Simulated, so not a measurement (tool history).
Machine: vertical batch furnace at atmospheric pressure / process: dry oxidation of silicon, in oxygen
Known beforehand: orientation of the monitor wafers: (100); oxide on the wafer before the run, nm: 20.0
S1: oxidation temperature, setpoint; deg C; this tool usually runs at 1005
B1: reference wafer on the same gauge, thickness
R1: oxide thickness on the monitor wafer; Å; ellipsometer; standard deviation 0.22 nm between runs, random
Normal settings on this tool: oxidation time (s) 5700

run 1 hour=0 | S1=1005 oxidation_time_(s)=5700 | B1=69.45 | R1=770.4
run 2 hour=35.4 | S1=1005 oxidation_time_(s)=5700 | B1=69.44 | R1=774
run 3 hour=106.8 | S1=1005 oxidation_time_(s)=5700 | B1=69.39 | R1=777.4
run 4 hour=163.2 | S1=996 oxidation_time_(s)=5700 | B1=69.43 | R1=720.2
run 5 hour=217.7 | S1=996 oxidation_time_(s)=5700 | B1=69.41 | R1=723.8
run 6 hour=401 | S1=996 oxidation_time_(s)=5700 | B1=69.37 | R1=723.3
run 7 hour=452.3 | S1=1005 oxidation_time_(s)=4740 | B1=69.37 | R1=699.5
run 8 hour=514 | S1=1022 oxidation_time_(s)=4530 | B1=69.4 | R1=778.9
run 9 hour=563.5 | S1=983 oxidation_time_(s)=2970 | B1=69.37 | R1=458.6
-- hour=626 gauge calibrated
-- hour=652.6 boat lift adjusted
run 10 hour=653.1 | S1=1005 oxidation_time_(s)=5700 | B1=69.36 | R1=786.8
run 11 hour=681.8 | S1=1021 oxidation_time_(s)=7920 | B1=69.4 | R1=1102.7
-- hour=765.4 thermocouples replaced and temperature profile calibrated
run 12 hour=885 | S1=993 oxidation_time_(s)=8100 | B1=69.4 | R1=851.9
run 13 hour=925.7 | S1=1005 oxidation_time_(s)=5700 | B1=69.45 | R1=757.2
run 14 hour=977.8 | S1=1018 oxidation_time_(s)=4890 | B1=69.44 | R1=773.9

What if the next run were any one of these 5? Each begins from the tool's condition after run 14:
run A hour=983.6 | S1=1014 oxidation_time_(s)=5700 | B1=? | R1=?
run B hour=983.6 | S1=987 oxidation_time_(s)=7920 | B1=? | R1=?
run C hour=983.6 | S1=1018 oxidation_time_(s)=8100 | B1=? | R1=?
run D hour=983.6 | S1=1029 oxidation_time_(s)=4770 | B1=? | R1=?
run E hour=983.6 | S1=1027 oxidation_time_(s)=5700 | B1=? | R1=?

run=A B1=69.42 R1=823.3
run=B B1=69.42 R1=808
run=C B1=69.42 R1=1059.5
run=D B1=69.42 R1=835.2
run=E B1=69.42 R1=915.9
Without the tool's unlogged condition, the same runs would have read:
run=A R1=816
run=B R1=801.6
run=C R1=1050.1
run=D R1=828.1
run=E R1=908
